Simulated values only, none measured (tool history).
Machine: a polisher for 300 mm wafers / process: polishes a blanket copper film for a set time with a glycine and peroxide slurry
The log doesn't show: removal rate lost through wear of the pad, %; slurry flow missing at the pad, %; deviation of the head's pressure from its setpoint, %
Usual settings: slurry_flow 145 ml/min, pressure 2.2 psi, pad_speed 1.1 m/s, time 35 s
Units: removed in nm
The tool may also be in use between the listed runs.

run,hour,slurry_flow,pressure,pad_speed,time,wafers since the last listed run,wafers polished on this pad,hours since the slurry nozzle was cleaned,hours since the head pressure was calibrated,"incoming thickness of the incoming film, nm",removed
1,0,145,2.2,1.1,35,0,2728,98.6,535.9,2386.3,127.8
# hour 56.3: worn pad replaced by a new one
2,69.7,145,2.2,1.1,35,872,177,168.3,605.6,2354.5,140.3
3,114.9,145,2.2,1.1,35,600,778,213.5,650.8,2339.1,133.4
4,167.6,145,2.2,1.1,30,700,1478,266.2,703.5,2375,114.8
5,216.2,145,2.2,1.1,30,645,2123,314.8,752.1,2357.6,113
6,248.3,145,2.2,1.38,27,426,2550,346.9,784.2,2353,119.2
# hour 280.1: worn pad replaced by a new one
7,280.8,165,1.8,1.1,35,378,8,379.4,816.7,2327.8,121.4
# hour 404.6: slurry nozzle cleaned
8,445,165,1.8,1.1,35,2167,2176,40.4,980.9,2345.7,114.4
# hour 501.9: head pressure recalibrated
# hour 511.2: worn pad replaced by a new one
9,634.5,165,1.8,1.1,35,2437,1638,229.9,132.6,2389.2,116.1
10,672.3,145,2.2,1.1,35,502,2140,267.7,170.4,2317.1,129.3
11,699.4,160,1.4,1.22,32,359,2500,294.8,197.5,2382.6,89.6
# hour 756.4: worn pad replaced by a new one
12,768.7,145,2.2,1.1,35,867,163,364.1,266.8,2341.1,136.4
13,834.6,160,2.2,1.1,43,875,1039,430,332.7,2320.4,170.7
14,861,145,1.6,1.1,35,350,1389,456.4,359.1,2326.8,106.3
# hour 880.9: slurry nozzle cleaned
15,928.7,145,2.2,1.1,35,886,2275,47.8,426.8,2354.1,133.6

Expected results for the next run?
16,961,145,2.2,0.84,35,429,2705,80.1,459.1,2362.7,?

removed: 103.1 nm
The same run, on a tool lacking any hidden state, would have yielded removed 111.6 nm.

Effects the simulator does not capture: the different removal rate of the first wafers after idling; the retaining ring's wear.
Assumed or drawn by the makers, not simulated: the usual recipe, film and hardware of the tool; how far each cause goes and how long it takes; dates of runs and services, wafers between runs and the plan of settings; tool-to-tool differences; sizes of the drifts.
